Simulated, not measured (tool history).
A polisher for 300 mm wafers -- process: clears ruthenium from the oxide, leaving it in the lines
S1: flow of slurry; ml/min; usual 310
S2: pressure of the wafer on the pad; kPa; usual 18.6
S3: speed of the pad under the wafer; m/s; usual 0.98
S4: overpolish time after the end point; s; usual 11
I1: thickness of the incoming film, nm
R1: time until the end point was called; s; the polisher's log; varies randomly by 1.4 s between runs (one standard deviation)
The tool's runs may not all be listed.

Run 1, hour 0: usual settings; I1 120.6. Result: R1 103.1 s.
Run 2, hour 32: usual settings; I1 120.3. Result: R1 102.2 s.
Run 3, hour 81.5: usual settings; I1 120.2. Result: R1 102.6 s.
Run 4, hour 135.9: usual settings; I1 121. Result: R1 104.5 s.
Run 5, hour 192.6: usual settings; I1 121.4. Result: R1 107.7 s.
At hour 210.6: slurry nozzle cleaned.
At hour 221.1: worn pad replaced by a new one.
Run 6, hour 263.3: usual settings; I1 118.4. Result: R1 103.6 s.
Run 7, hour 301.5: usual settings; I1 119.1. Result: R1 102.9 s.
Run 8, hour 339.9: usual settings; I1 121.4. Result: R1 106.2 s.
At hour 353.4: head pressure recalibrated.
Run 9, hour 365.4: usual settings; I1 120.8. Result: R1 95 s.
Run 10, hour 483.1: usual settings; I1 120.4. Result: R1 95.9 s.
Run 11, hour 517: usual settings; I1 120.5. Result: R1 100.1 s.
At hour 560: worn pad replaced by a new one.
Run 12, hour 570.5: usual settings; I1 120.6. Result: R1 98.2 s.
At hour 609.2: slurry nozzle cleaned.
Run 13, hour 613: usual settings; I1 120.6. Result: R1 98.6 s.
Run 14, hour 801.5: usual settings; I1 119.3. Result: R1 102.7 s.
Run 15, hour 852.5: usual settings; I1 122. Result: R1 104.1 s.
Run 16, hour 892.8: usual settings but S2 13.8 kPa, S3 1.2 m/s, S4 17 s; I1 120.5. Result: R1 112.7 s.
Run 17, hour 935: usual settings but S1 245 ml/min, S3 0.68 m/s; I1 121.2. Result: R1 127.7 s.
At hour 944.4: worn pad replaced by a new one.
At hour 949.6: slurry nozzle cleaned.
Run 18, hour 996.5: usual settings but S2 14.5 kPa; I1 119.8. Result: R1 126.6 s.
Run 19, hour 1044: usual settings; I1 119.1. Result: R1 99.7 s.
At hour 1081.2: head pressure recalibrated.
Run 20, hour 1101.1: usual settings but S2 23.4 kPa; I1 119.3. Result: R1 78.8 s.
Run 21, hour 1164.1: usual settings but S3 0.86 m/s, S4 17 s; I1 121.8. Result: R1 107.3 s.
Run 22, hour 1209.1: usual settings but S1 245 ml/min, S2 15.2 kPa, S3 0.88 m/s, S4 9 s; I1 118.9. Result: R1 127 s.
At hour 1267.6: worn pad replaced by a new one.
Run 23, hour 1268.1: usual settings but S1 215 ml/min, S2 21.4 kPa, S3 0.8 m/s; I1 121.1. Result: R1 104.2 s.
Run 24, hour 1296.8: usual settings but S3 1.14 m/s; I1 121.1. Result: R1 93.1 s.
At hour 1346.2: slurry nozzle cleaned.
Run 25, hour 1362.4: usual settings; I1 121.4. Result: R1 104.3 s.
Run 26, hour 1536.7: usual settings but S1 235 ml/min; I1 118.9. Result: R1 107.3 s.
At hour 1581.3: worn pad replaced by a new one.
Run 27, hour 1587.4: usual settings but S1 365 ml/min, S2 21.4 kPa; I1 121. Result: R1 91.5 s.
Run 28, hour 1618.2: usual settings but S1 215 ml/min, S2 13.1 kPa, S3 1.08 m/s, S4 16 s; I1 120.3. Result: R1 132.8 s.
Run 29, hour 1643.7: usual settings but S1 380 ml/min, S2 21.4 kPa, S3 1.22 m/s, S4 13 s; I1 119.3. Result: R1 80 s.
Run 30, hour 1708.7: usual settings; I1 119.8. Result: R1 105.9 s.
At hour 1750.1: head pressure recalibrated.
At hour 1752.6: slurry nozzle cleaned.
Run 31, hour 1768.3: usual settings; I1 121.2. Result: R1 97 s.

What would each run have given without the hidden state, its run-to-run variation left as it was?
The tool's hidden condition here consists of: removal rate lost through wear of the pad, %; slurry flow missing at the pad, %; deviation of the head's pressure from its setpoint, %.
run     R1
  1   95.3
  2   94.1
  3     94
  4   95.4
  5   97.9
  6   93.8
  7     93
  8     96
  9   96.7
 10   94.1
 11   97.5
 12   94.6
 13   94.3
 14   96.4
 15   97.4
 16  105.1
 17  118.9
 18  117.6
 19   92.5
 20   77.9
 21    104
 22  121.5
 23   98.4
 24   87.4
 25   96.9
 26   97.9
 27   83.2
 28  120.6
 29   72.5
 30   95.8
 31     95
